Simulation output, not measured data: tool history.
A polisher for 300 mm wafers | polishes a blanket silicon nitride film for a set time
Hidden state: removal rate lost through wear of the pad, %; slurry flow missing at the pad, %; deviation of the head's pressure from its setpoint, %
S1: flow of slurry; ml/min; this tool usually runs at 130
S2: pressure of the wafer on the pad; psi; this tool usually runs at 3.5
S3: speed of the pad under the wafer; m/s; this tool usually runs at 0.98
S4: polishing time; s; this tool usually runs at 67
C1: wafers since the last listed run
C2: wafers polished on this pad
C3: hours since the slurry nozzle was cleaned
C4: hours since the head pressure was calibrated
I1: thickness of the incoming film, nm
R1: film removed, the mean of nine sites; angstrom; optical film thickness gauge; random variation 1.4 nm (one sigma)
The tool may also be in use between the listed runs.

run 1 hour=0 | S1=130 S2=3.5 S3=0.98 S4=67 | C1=0 C2=816 C3=150.7 C4=1170.8 | I1=479.9 | R1=912
-- hour=13.6 worn pad replaced by a new one
run 2 hour=14.1 | S1=145 S2=3.5 S3=0.98 S4=67 | C1=103 C2=4 C3=164.8 C4=1184.9 | I1=490 | R1=913
run 3 hour=26.7 | S1=145 S2=3.5 S3=0.98 S4=67 | C1=129 C2=134 C3=177.4 C4=1197.5 | I1=492.1 | R1=903
run 4 hour=69.7 | S1=145 S2=3.5 S3=0.98 S4=67 | C1=442 C2=577 C3=220.4 C4=1240.5 | I1=490.1 | R1=889
run 5 hour=76.1 | S1=130 S2=3.5 S3=0.84 S4=75 | C1=65 C2=642 C3=226.8 C4=1246.9 | I1=488.2 | R1=877
run 6 hour=85.1 | S1=130 S2=3.5 S3=0.84 S4=75 | C1=92 C2=735 C3=235.8 C4=1255.9 | I1=498.5 | R1=900
run 7 hour=102.2 | S1=130 S2=3.5 S3=1.06 S4=67 | C1=175 C2=911 C3=252.9 C4=1273 | I1=489.6 | R1=887
run 8 hour=116.2 | S1=130 S2=3.5 S3=1.06 S4=67 | C1=144 C2=1055 C3=266.9 C4=1287 | I1=490.8 | R1=880
-- hour=124.8 worn pad replaced by a new one
run 9 hour=125.3 | S1=130 S2=3.5 S3=0.7 S4=67 | C1=52 C2=5 C3=276 C4=1296.1 | I1=483 | R1=727
-- hour=153.5 head pressure recalibrated
run 10 hour=176.9 | S1=130 S2=3.5 S3=0.7 S4=67 | C1=510 C2=515 C3=327.6 C4=23.4 | I1=487.2 | R1=677
run 11 hour=184.7 | S1=130 S2=3.5 S3=0.7 S4=67 | C1=80 C2=595 C3=335.4 C4=31.2 | I1=495.5 | R1=672
run 12 hour=201.5 | S1=100 S2=3.5 S3=0.98 S4=67 | C1=172 C2=768 C3=352.2 C4=48 | I1=485.5 | R1=737
-- hour=204.8 slurry nozzle cleaned
run 13 hour=217.3 | S1=100 S2=3.5 S3=0.98 S4=67 | C1=152 C2=920 C3=12.5 C4=63.8 | I1=489.2 | R1=868
run 14 hour=232.8 | S1=100 S2=3.5 S3=0.98 S4=67 | C1=159 C2=1080 C3=28 C4=79.3 | I1=500.2 | R1=884
-- hour=236.9 worn pad replaced by a new one
run 15 hour=243.5 | S1=130 S2=3.5 S3=0.98 S4=67 | C1=68 C2=68 C3=38.7 C4=90 | I1=489.7 | R1=926
run 16 hour=254.9 | S1=130 S2=3.5 S3=0.98 S4=67 | C1=117 C2=185 C3=50.1 C4=101.4 | I1=496.6 | R1=908
run 17 hour=264.5 | S1=130 S2=3.5 S3=0.98 S4=87 | C1=98 C2=284 C3=59.7 C4=111 | I1=484.6 | R1=1165
run 18 hour=280.9 | S1=150 S2=3.5 S3=0.66 S4=73 | C1=168 C2=453 C3=76.1 C4=127.4 | I1=495.3 | R1=838
run 19 hour=291 | S1=130 S2=3.5 S3=0.98 S4=67 | C1=103 C2=557 C3=86.2 C4=137.5 | I1=482 | R1=895
run 20 hour=299.6 | S1=130 S2=2.6 S3=0.98 S4=53 | C1=88 C2=645 C3=94.8 C4=146.1 | I1=491.8 | R1=533
-- hour=328.5 worn pad replaced by a new one
run 21 hour=339.8 | S1=95 S2=2.7 S3=0.76 S4=67 | C1=372 C2=115 C3=135 C4=186.3 | I1=485.9 | R1=567
run 22 hour=352.6 | S1=100 S2=3.5 S3=0.98 S4=67 | C1=131 C2=247 C3=147.8 C4=199.1 | I1=488.9 | R1=836
run 23 hour=359.6 | S1=130 S2=3.5 S3=0.98 S4=77 | C1=72 C2=319 C3=154.8 C4=206.1 | I1=496.2 | R1=1021
run 24 hour=368.4 | S1=120 S2=3.5 S3=0.98 S4=73 | C1=90 C2=410 C3=163.6 C4=214.9 | I1=492.4 | R1=975
run 25 hour=375.4 | S1=130 S2=3.5 S3=0.98 S4=67 | C1=72 C2=482 C3=170.6 C4=221.9 | I1=487.8 | R1=871
run 26 hour=393.3 | S1=105 S2=2.6 S3=1.16 S4=67 | C1=184 C2=666 C3=188.5 C4=239.8 | I1=490.8 | R1=696
run 27 hour=400.2 | S1=130 S2=3.5 S3=0.88 S4=67 | C1=70 C2=737 C3=195.4 C4=246.7 | I1=487.9 | R1=818
run 28 hour=425.1 | S1=160 S2=3.5 S3=0.98 S4=81 | C1=256 C2=993 C3=220.3 C4=271.6 | I1=498.4 | R1=1117
-- hour=438.6 worn pad replaced by a new one
run 29 hour=461 | S1=105 S2=2.3 S3=0.98 S4=85 | C1=328 C2=230 C3=256.2 C4=307.5 | I1=485 | R1=684
run 30 hour=478.9 | S1=130 S2=3.5 S3=0.98 S4=88 | C1=184 C2=415 C3=274.1 C4=325.4 | I1=487.9 | R1=1110
run 31 hour=493.6 | S1=110 S2=2.7 S3=1.1 S4=86 | C1=151 C2=566 C3=288.8 C4=340.1 | I1=495 | R1=867
run 32 hour=502.6 | S1=110 S2=2.7 S3=0.98 S4=74 | C1=92 C2=658 C3=297.8 C4=349.1 | I1=483.5 | R1=696

How the hidden state differs across the entries between the runs, from the last listed run before each to the first after it:
Logged between run 1 and run 2: worn pad replaced by a new one (hour 13.6)
  slurry flow missing at the pad, %: 20.1 -> 21.6
  measured less the result without the state, R1: -49 -> -49 angstrom
Logged between run 8 and run 9: worn pad replaced by a new one (hour 124.8)
  slurry flow missing at the pad, %: 32.3 -> 33.2
  measured less the result without the state, R1: -92 -> -80 angstrom
Logged between run 9 and run 10: head pressure recalibrated (hour 153.5)
  slurry flow missing at the pad, %: 33.2 -> 38.6
  measured less the result without the state, R1: -80 -> -95 angstrom
Logged between run 12 and run 13: slurry nozzle cleaned (hour 204.8)
  slurry flow missing at the pad, %: 41.2 -> 3.13
  measured less the result without the state, R1: -151 -> -8 angstrom
Logged between run 14 and run 15: worn pad replaced by a new one (hour 236.9)
  slurry flow missing at the pad, %: 4.75 -> 5.86
  measured less the result without the state, R1: -11 -> -12 angstrom
Logged between run 20 and run 21: worn pad replaced by a new one (hour 328.5)
  slurry flow missing at the pad, %: 11.7 -> 15.9
  measured less the result without the state, R1: -15 -> -31 angstrom
Logged between run 28 and run 29: worn pad replaced by a new one (hour 438.6)
  slurry flow missing at the pad, %: 24.8 -> 28.6
  measured less the result without the state, R1: -66 -> -73 angstrom
